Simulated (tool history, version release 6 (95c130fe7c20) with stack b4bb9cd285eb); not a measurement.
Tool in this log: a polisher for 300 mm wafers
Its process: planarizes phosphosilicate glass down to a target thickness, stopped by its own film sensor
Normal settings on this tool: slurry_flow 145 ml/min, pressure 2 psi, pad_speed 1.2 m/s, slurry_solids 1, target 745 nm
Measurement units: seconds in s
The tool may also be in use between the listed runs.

run,hour,slurry_flow,pressure,pad_speed,slurry_solids,target,"incoming thickness of the incoming film, nm",seconds
1,0,145,2.4,1.2,1,745,1153.6,48.4
2,23.4,145,2.4,1.2,1,745,1153.3,48.6
# hour 42.2: slurry blender recalibrated
# hour 63.2: worn pad replaced by a new one
3,88.8,145,2,1.2,1,745,1160.2,60
4,101.4,145,2,1.2,1,745,1143.6,58.3
5,136.7,145,2,1.34,1,745,1159.1,55.4
# hour 155: head pressure recalibrated
6,158,145,2,1.34,1,745,1167,58.9
# hour 167.2: worn pad replaced by a new one
7,179.3,145,2,1.2,0.8,745,1174.1,75.7
8,213.7,145,2,1.2,0.8,745,1137.9,70
9,230.1,145,2,1.2,0.8,745,1157.1,75.9
# hour 246.4: conditioning disc replaced and pad reconditioned
# hour 254.3: slurry nozzle cleaned
# hour 260.6: worn pad replaced by a new one
10,261.4,145,2,1.2,1,745,1154.8,59.2
11,279.9,145,2,1.4,1.15,745,1156.3,48.2
# hour 286.3: slurry blender recalibrated
12,302.6,125,2,1.2,1,745,1146.9,60.2
13,336.4,100,2,1.2,1,745,1143.3,63.3
# hour 365.3: worn pad replaced by a new one
14,370.7,145,2.3,1.2,0.75,745,1152.7,64.7
15,395.4,145,2.5,1.2,0.75,745,1165.1,60.9
16,414.6,145,2,1.2,1.25,745,1145.4,53.4
17,438.9,145,1.6,1.2,1,745,1168.7,78.2
# hour 466.1: worn pad replaced by a new one
18,470.8,145,2,1.2,1,745,1127.7,60.1

Here are 4 independent what-if runs from the current tool condition. What would each one return?
A,471.2,145,2,1.2,1,745,1136.7,?
B,471.2,145,2,1.2,1,648,1136.7,?
C,471.2,145,2,1.2,1.3,866,1136.7,?
D,471.2,145,2,1.2,1,637,1136.7,?

run,seconds
A,61.3
B,76.4
C,37.1
D,78.1
What these runs would have given with no unlogged condition in the tool:
run,seconds
A,55.8
B,69.6
C,33.7
D,71.2
